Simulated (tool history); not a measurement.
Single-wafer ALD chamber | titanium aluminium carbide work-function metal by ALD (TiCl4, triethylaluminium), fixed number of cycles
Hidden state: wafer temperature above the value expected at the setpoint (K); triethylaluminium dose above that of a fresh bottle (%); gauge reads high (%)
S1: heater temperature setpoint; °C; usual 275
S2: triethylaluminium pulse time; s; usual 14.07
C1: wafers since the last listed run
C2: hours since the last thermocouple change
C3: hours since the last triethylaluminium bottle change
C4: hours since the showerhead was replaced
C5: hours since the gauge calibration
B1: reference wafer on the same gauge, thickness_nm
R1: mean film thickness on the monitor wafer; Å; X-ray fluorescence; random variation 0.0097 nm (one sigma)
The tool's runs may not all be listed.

run    hour   S1     S2    C1      C2      C3      C4      C5     B1     R1
  1       0  269  14.07     0   370.8   597.4  2632.9  1440.4  1.701  15.55
         46  -- gauge calibrated
  2    77.8  269  14.07   797   448.6   675.2  2710.7    31.8    1.7   15.5
  3   161.1  264  14.07   854   531.9   758.5    2794   115.1  1.699  15.16
  4   202.4  264  14.07   423   573.2   799.8  2835.3   156.4  1.703  15.27
      384.2  -- triethylaluminium bottle replaced
  5   479.8  264  14.07  2762   850.6    95.6  3112.7   433.8  1.699   15.7
  6   540.2  275  14.07   619     911     156  3173.1   494.2  1.699  16.21
  7   637.4  275  14.07   996  1008.2   253.2  3270.3   591.4  1.701  16.28
  8   700.6  275  14.07   648  1071.4   316.4  3333.5   654.6  1.699  16.33
  9   738.7  275  14.07   390  1109.5   354.5  3371.6   692.7    1.7  16.08
 10   828.1  275  14.07   916  1198.9   443.9    3461   782.1  1.701  16.11
 11   864.2  275  14.07   370    1235     480  3497.1   818.2    1.7  15.92
 12   971.6  275  16.36  1101  1342.4   587.4  3604.5   925.6  1.698  15.98
 13  1040.1  275  16.36   702  1410.9   655.9    3673   994.1  1.699  16.12
 14  1126.5  281  14.07   886  1497.3   742.3  3759.4  1080.5  1.698  16.05
     1140.9  -- showerhead replaced, of another model than before
 15  1219.7  281  14.07   873  1590.5   835.5    78.8  1173.7  1.699  16.36
 16  1265.2  275  17.53   466    1636     881   124.3  1219.2  1.701  16.41
 17  1316.6  285  17.67   527  1687.4   932.4   175.7  1270.6    1.7  17.15
 18  1375.9  267   15.5   608  1746.7   991.7     235  1329.9  1.701   15.6
 19  1427.9  265  15.84   533  1798.7  1043.7     287  1381.9    1.7  15.63
 20  1479.2  286   11.6   526    1850    1095   338.3  1433.2  1.702  16.32
     1574.9  -- thermocouple changed; heater temperature recalibrated
     1576.7  -- gauge calibrated
 21  1616.8  275   19.5  1329    41.9  1232.6   475.9    40.1  1.702  16.24
     1678.9  -- triethylaluminium bottle replaced
 22  1702.2  275  14.07   793   127.3    23.3   561.3   125.5  1.701  16.56
 23  1747.6  264  16.51   465   172.7    68.7   606.7   170.9  1.699  15.71
 24  1789.4  287  11.02   428   214.5   110.5   648.5   212.7  1.701  17.04
 25  1882.3  275  14.07   952   307.4   203.4   741.4   305.6  1.701  16.31
 26  1957.1  280  12.18   767   382.2   278.2   816.2   380.4  1.698  16.46
 27  2035.7  288  10.63   806   460.8   356.8   894.8     459    1.7  16.75
 28  2120.3  284  19.45   867   545.4   441.4   979.4   543.6  1.701  17.25
 29  2176.4  275   8.94   575   601.5   497.5  1035.5   599.7  1.698  15.61
 30  2218.2  275  14.07   428   643.3   539.3  1077.3   641.5  1.699  16.15
 31  2264.7  269   9.16   476   689.8   585.8  1123.8     688    1.7  15.18

Measured less the same run without the tool's hidden state. The same run-to-run variation is in both; the gauge's scatter may not be:
run     R1
  1  -0.49
  2  -0.54
  3  -0.57
  4  -0.58
  5  -0.14
  6  -0.21
  7  -0.32
  8  -0.39
  9  -0.43
 10  -0.52
 11  -0.55
 12   -0.4
 13  -0.44
 14  -0.77
 15  -0.43
 16  -0.25
 17  -0.26
 18  -0.35
 19  -0.34
 20  -0.72
 21   -0.2
 22  -0.03
 23  -0.03
 24  -0.15
 25  -0.13
 26  -0.24
 27  -0.39
 28   -0.1
 29  -0.61
 30  -0.27
 31  -0.64
